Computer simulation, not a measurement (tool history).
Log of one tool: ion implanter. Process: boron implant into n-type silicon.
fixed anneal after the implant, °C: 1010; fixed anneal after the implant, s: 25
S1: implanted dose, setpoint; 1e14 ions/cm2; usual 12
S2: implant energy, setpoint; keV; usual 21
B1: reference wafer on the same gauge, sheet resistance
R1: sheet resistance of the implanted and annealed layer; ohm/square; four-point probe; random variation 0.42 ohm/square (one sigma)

run	hour	S1	S2	B1	R1
1	0	12	21	86.28	100.98
2	14	12	21	86.25	101.04
3	36.1	13.74	21	86.23	90.89
4	64.5	13.74	21	86.18	91.28
5	78.5	13.74	21	86.15	91.7
6	105.5	12	21	86.25	100.97
7	123.8	12	21	86.19	101.36
8	138.3	12	21	86.11	102.36
9	169.1	12	21	86.15	101.73
10	187.4	12	21	86.18	102.27
11	199.5	12	21	86.15	102.08
12	233.1	12	21	86.12	103
13	248	12	21	86.21	101.72
14	267.9	12	17.5	86.06	104.16
15	290.2	10.71	26	86.14	110.82
16	333.3	8.86	15.5	86.28	137.4
# hour 343.6: gauge calibrated
# hour 356.8: Faraday cup replaced and dose calibrated
17	365.4	12	21	86.14	99.48
18	396.2	12	21	86.23	99.61
19	415.3	12	21	86.2	99.28
# hour 482.5: extraction supply calibrated
20	514.3	14.45	28	86.13	83.29
21	547.4	12	21	86.18	99.33
22	582.2	14.63	21	86.18	85.58
23	640.6	8.93	23	86.23	126.29
24	667.8	10.01	16.5	86.23	118.63
25	687.4	12	18	86.28	102.07
26	735.2	12.95	21	86.15	94.65
27	770.1	12	21	86.3	100.84
28	790.4	9.46	17.5	86.23	123.87

4 ways to go on from here, each from the tool as it stands after run 28. What would each give?
A	790.8	12	21	?	?
B	790.8	15.5	14	?	?
C	790.8	9.74	25	?	?
D	790.8	13.83	14	?	?

run	B1	R1
A	86.04	101.2
B	86.04	91.8
C	86.04	118.29
D	86.04	97.99
Without the tool's hidden state the same runs would have given:
run	R1
A	99.64
B	90.83
C	116.33
D	96.83
